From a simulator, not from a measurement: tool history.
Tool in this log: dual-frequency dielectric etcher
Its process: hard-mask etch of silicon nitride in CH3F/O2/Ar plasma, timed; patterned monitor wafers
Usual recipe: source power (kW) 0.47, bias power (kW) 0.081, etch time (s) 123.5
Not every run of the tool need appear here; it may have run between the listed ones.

run,hour,source power (kW),bias power (kW),etch time (s),"read-back reference wafer on the same gauge, depth_nm",mean etch depth across the wafer (angstrom)
1,0,0.47,0.086,123.5,109,1025
2,6.1,0.47,0.086,123.5,109,1027
3,18.3,0.47,0.086,123.5,109.1,1021
4,32.9,0.47,0.066,123.5,109,967
5,44.4,0.47,0.066,123.5,109,969
6,60.2,0.47,0.066,123.5,109,968
7,68.2,0.47,0.081,123.5,109,1013
8,76.1,0.47,0.081,123.5,109,1016
# hour 88.5: bias power generator calibrated
9,89,0.47,0.081,123.5,109,1011
10,95.9,0.47,0.081,123.5,109.1,1015
11,104.2,0.4,0.097,136,109,1131
12,111,0.39,0.081,123.5,109,980
13,117.3,0.58,0.093,123.5,109,1091
14,127.3,0.47,0.086,96,109,798
15,140.5,0.47,0.081,123.5,109,1012
16,158,0.47,0.081,123.5,109.1,1016
17,165.2,0.55,0.081,123.5,109,1045
# hour 192.9: upper electrode replaced
# hour 203.2: wet clean of the chamber
18,203.7,0.47,0.081,153,109.1,1254
19,204.1,0.47,0.091,94.5,109,796
20,204.7,0.52,0.076,123.5,109,1024
21,217,0.47,0.093,96.5,109,818
# hour 226.2: gauge calibrated
# hour 227.1: source power generator calibrated
22,227.6,0.47,0.081,123.5,109,1011
23,253.5,0.47,0.081,123.5,108.9,1010
24,264.3,0.43,0.081,123.5,109,999
25,279.4,0.36,0.081,123.5,109,966
26,320.3,0.37,0.072,144,109,1098
27,328.7,0.4,0.089,123.5,109,1003

Run 28 comes next. What will it give?
28,341.2,0.39,0.099,123.5,?,?

read-back reference wafer on the same gauge, depth_nm: 108.9
mean etch depth across the wafer (angstrom): 1029
On a tool with no hidden condition, and with the same random variation, this run would have come out at mean etch depth across the wafer (angstrom) 1029.

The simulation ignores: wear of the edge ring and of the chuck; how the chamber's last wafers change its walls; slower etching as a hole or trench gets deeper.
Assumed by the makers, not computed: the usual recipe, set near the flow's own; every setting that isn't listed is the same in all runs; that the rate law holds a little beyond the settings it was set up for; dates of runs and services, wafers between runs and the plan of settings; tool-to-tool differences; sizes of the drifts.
